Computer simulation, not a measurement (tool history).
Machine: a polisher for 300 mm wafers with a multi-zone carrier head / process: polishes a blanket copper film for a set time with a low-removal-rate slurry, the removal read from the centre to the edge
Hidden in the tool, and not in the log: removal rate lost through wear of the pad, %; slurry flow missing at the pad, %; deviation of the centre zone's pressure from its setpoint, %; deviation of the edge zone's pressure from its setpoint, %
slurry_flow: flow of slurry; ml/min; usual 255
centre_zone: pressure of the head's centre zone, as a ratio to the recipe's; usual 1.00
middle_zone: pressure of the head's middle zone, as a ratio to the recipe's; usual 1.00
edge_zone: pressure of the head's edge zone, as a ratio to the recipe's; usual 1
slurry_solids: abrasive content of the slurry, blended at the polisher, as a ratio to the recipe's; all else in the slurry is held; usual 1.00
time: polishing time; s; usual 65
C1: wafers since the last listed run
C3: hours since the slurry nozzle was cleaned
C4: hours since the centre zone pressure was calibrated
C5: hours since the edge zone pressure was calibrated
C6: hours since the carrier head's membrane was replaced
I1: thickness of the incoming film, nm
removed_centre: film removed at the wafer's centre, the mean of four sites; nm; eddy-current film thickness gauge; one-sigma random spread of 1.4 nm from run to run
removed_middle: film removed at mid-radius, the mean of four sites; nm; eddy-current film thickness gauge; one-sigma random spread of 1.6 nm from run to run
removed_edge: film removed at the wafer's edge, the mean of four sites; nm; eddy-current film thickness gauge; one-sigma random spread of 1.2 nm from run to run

{"run": 1, "hour": 0.0, "slurry_flow": 255, "centre_zone": 1.0, "middle_zone": 1.0, "edge_zone": 1, "slurry_solids": 1.0, "time": 65, "C1": 0, "wafers polished on this pad": 511, "C3": 76.4, "C4": 569.3, "C5": 1121.0, "C6": 589.2, "I1": 689.3, "removed_centre": 143.6, "removed_middle": 142.5, "removed_edge": 138.8}
{"run": 2, "hour": 24.2, "slurry_flow": 255, "centre_zone": 1.0, "middle_zone": 1.0, "edge_zone": 1, "slurry_solids": 1.0, "time": 65, "C1": 176, "wafers polished on this pad": 687, "C3": 100.6, "C4": 593.5, "C5": 1145.2, "C6": 613.4, "I1": 696.6, "removed_centre": 141.7, "removed_middle": 140.9, "removed_edge": 135.8}
{"run": 3, "hour": 58.0, "slurry_flow": 255, "centre_zone": 1.0, "middle_zone": 1.0, "edge_zone": 1, "slurry_solids": 1.0, "time": 65, "C1": 246, "wafers polished on this pad": 934, "C3": 134.4, "C4": 627.3, "C5": 1179.0, "C6": 647.2, "I1": 701.6, "removed_centre": 140.7, "removed_middle": 139.5, "removed_edge": 136.0}
{"run": 4, "hour": 82.7, "slurry_flow": 255, "centre_zone": 1.0, "middle_zone": 1.0, "edge_zone": 1, "slurry_solids": 1.0, "time": 65, "C1": 180, "wafers polished on this pad": 1114, "C3": 159.1, "C4": 652.0, "C5": 1203.7, "C6": 671.9, "I1": 714.6, "removed_centre": 140.2, "removed_middle": 140.1, "removed_edge": 137.5}
{"run": 5, "hour": 125.8, "slurry_flow": 255, "centre_zone": 1.0, "middle_zone": 1.0, "edge_zone": 1, "slurry_solids": 1.0, "time": 65, "C1": 314, "wafers polished on this pad": 1428, "C3": 202.2, "C4": 695.1, "C5": 1246.8, "C6": 715.0, "I1": 703.0, "removed_centre": 138.4, "removed_middle": 135.6, "removed_edge": 133.9}
{"run": 6, "hour": 154.6, "slurry_flow": 255, "centre_zone": 1.0, "middle_zone": 1.0, "edge_zone": 1, "slurry_solids": 0.75, "time": 65, "C1": 209, "wafers polished on this pad": 1638, "C3": 231.0, "C4": 723.9, "C5": 1275.6, "C6": 743.8, "I1": 697.3, "removed_centre": 130.5, "removed_middle": 128.9, "removed_edge": 126.4}
{"hour": 177.6, "done": "edge zone pressure recalibrated"}
{"run": 7, "hour": 197.8, "slurry_flow": 255, "centre_zone": 1.0, "middle_zone": 1.08, "edge_zone": 1, "slurry_solids": 0.9, "time": 57, "C1": 300, "wafers polished on this pad": 1938, "C3": 274.2, "C4": 767.1, "C5": 20.2, "C6": 787.0, "I1": 700.5, "removed_centre": 114.3, "removed_middle": 120.1, "removed_edge": 111.4}
{"hour": 254.5, "done": "carrier head's membrane replaced by a new one"}
{"run": 8, "hour": 255.2, "slurry_flow": 255, "centre_zone": 1.04, "middle_zone": 1.0, "edge_zone": 1, "slurry_solids": 1.2, "time": 65, "C1": 382, "wafers polished on this pad": 2320, "C3": 331.6, "C4": 824.5, "C5": 77.6, "C6": 0.7, "I1": 688.1, "removed_centre": 137.8, "removed_middle": 132.3, "removed_edge": 127.0}
{"run": 9, "hour": 290.0, "slurry_flow": 255, "centre_zone": 1.0, "middle_zone": 1.1, "edge_zone": 1, "slurry_solids": 1.0, "time": 78, "C1": 253, "wafers polished on this pad": 2574, "C3": 366.4, "C4": 859.3, "C5": 112.4, "C6": 35.5, "I1": 695.5, "removed_centre": 147.9, "removed_middle": 156.3, "removed_edge": 142.1}
{"hour": 311.5, "done": "worn pad replaced by a new one"}
{"run": 10, "hour": 358.9, "slurry_flow": 255, "centre_zone": 1.0, "middle_zone": 1.0, "edge_zone": 1, "slurry_solids": 1.0, "time": 65, "C1": 473, "wafers polished on this pad": 345, "C3": 435.3, "C4": 928.2, "C5": 181.3, "C6": 104.4, "I1": 711.4, "removed_centre": 149.0, "removed_middle": 146.0, "removed_edge": 144.1}
{"run": 11, "hour": 406.2, "slurry_flow": 255, "centre_zone": 1.0, "middle_zone": 1.0, "edge_zone": 1, "slurry_solids": 1.0, "time": 65, "C1": 344, "wafers polished on this pad": 690, "C3": 482.6, "C4": 975.5, "C5": 228.6, "C6": 151.7, "I1": 703.8, "removed_centre": 145.7, "removed_middle": 146.0, "removed_edge": 142.9}

Run 12 comes next. What will it give?
{"hour": 467.8, "done": "centre zone pressure recalibrated"}
{"run": 12, "hour": 477.0, "slurry_flow": 255, "centre_zone": 0.93, "middle_zone": 1.0, "edge_zone": 1, "slurry_solids": 1.0, "time": 73, "C1": 501, "wafers polished on this pad": 1191, "C3": 553.4, "C4": 9.2, "C5": 299.4, "C6": 222.5, "I1": 693.4, "removed_centre": "?", "removed_middle": "?", "removed_edge": "?"}

Run 12 gave removed_centre 152.2 nm, removed_middle 159.3 nm, removed_edge 157.9 nm.
Take away the tool's hidden state, keep the run-to-run variation as it was, and the same run would have given removed_centre 157.2 nm, removed_middle 164.6 nm, removed_edge 163.2 nm.

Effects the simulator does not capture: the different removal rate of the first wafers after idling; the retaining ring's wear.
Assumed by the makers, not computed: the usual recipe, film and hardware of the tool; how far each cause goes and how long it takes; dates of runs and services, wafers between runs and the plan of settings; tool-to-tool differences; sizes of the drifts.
